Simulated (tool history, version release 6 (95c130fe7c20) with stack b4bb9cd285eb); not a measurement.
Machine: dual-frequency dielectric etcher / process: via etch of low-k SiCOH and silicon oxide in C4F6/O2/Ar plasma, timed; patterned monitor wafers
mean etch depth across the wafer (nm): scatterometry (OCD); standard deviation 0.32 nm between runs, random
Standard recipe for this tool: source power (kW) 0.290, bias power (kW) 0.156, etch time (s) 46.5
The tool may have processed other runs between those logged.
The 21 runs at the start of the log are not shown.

run	day	source power (kW)	bias power (kW)	etch time (s)	wafers since the last listed run	hours since the last wet clean	hours since the last source power generator calibration	hours since the last bias power generator calibration	hours since the last upper electrode change	hours since the gauge calibration	read-back reference wafer on the same gauge, depth_nm	mean etch depth across the wafer (nm)
22	11.592	0.290	0.118	46.5	104	39.7	88.5	38.4	43.8	363.1	86.5	87.9
# day 12.712: gauge calibrated
23	13.583	0.290	0.120	46.5	449	87.5	136.3	86.2	91.6	20.9	86.4	87.8
24	13.838	0.290	0.156	41.0	57	93.6	142.4	92.3	97.7	27.0	86.5	84.1
25	14.375	0.290	0.156	46.5	121	106.5	155.3	105.2	110.6	39.9	86.4	95.6
26	14.629	0.260	0.156	46.5	57	112.6	161.4	111.3	116.7	46.0	86.4	91.0
27	14.900	0.290	0.156	46.5	61	119.1	167.9	117.8	123.2	52.5	86.4	95.3
28	15.362	0.340	0.156	46.5	104	130.2	179.0	128.9	134.3	63.6	86.4	102.5
29	16.067	0.290	0.156	46.5	159	147.1	195.9	145.8	151.2	80.5	86.4	95.2
30	16.650	0.290	0.182	46.5	131	161.1	209.9	159.8	165.2	94.5	86.4	101.1

Forecast each of these 4 alternatives for the next run:
A	16.667	0.290	0.156	46.5	3	161.5	210.3	160.2	165.6	94.9	?	?
B	16.667	0.290	0.156	35.0	3	161.5	210.3	160.2	165.6	94.9	?	?
C	16.667	0.260	0.121	54.0	3	161.5	210.3	160.2	165.6	94.9	?	?
D	16.667	0.290	0.156	36.0	3	161.5	210.3	160.2	165.6	94.9	?	?

run	read-back reference wafer on the same gauge, depth_nm	mean etch depth across the wafer (nm)
A	86.4	95.8
B	86.4	72.1
C	86.4	98.0
D	86.4	74.2
With the hidden condition removed and each run's random variation left untouched, the same runs would have given:
run	mean etch depth across the wafer (nm)
A	95.8
B	72.1
C	98.0
D	74.2

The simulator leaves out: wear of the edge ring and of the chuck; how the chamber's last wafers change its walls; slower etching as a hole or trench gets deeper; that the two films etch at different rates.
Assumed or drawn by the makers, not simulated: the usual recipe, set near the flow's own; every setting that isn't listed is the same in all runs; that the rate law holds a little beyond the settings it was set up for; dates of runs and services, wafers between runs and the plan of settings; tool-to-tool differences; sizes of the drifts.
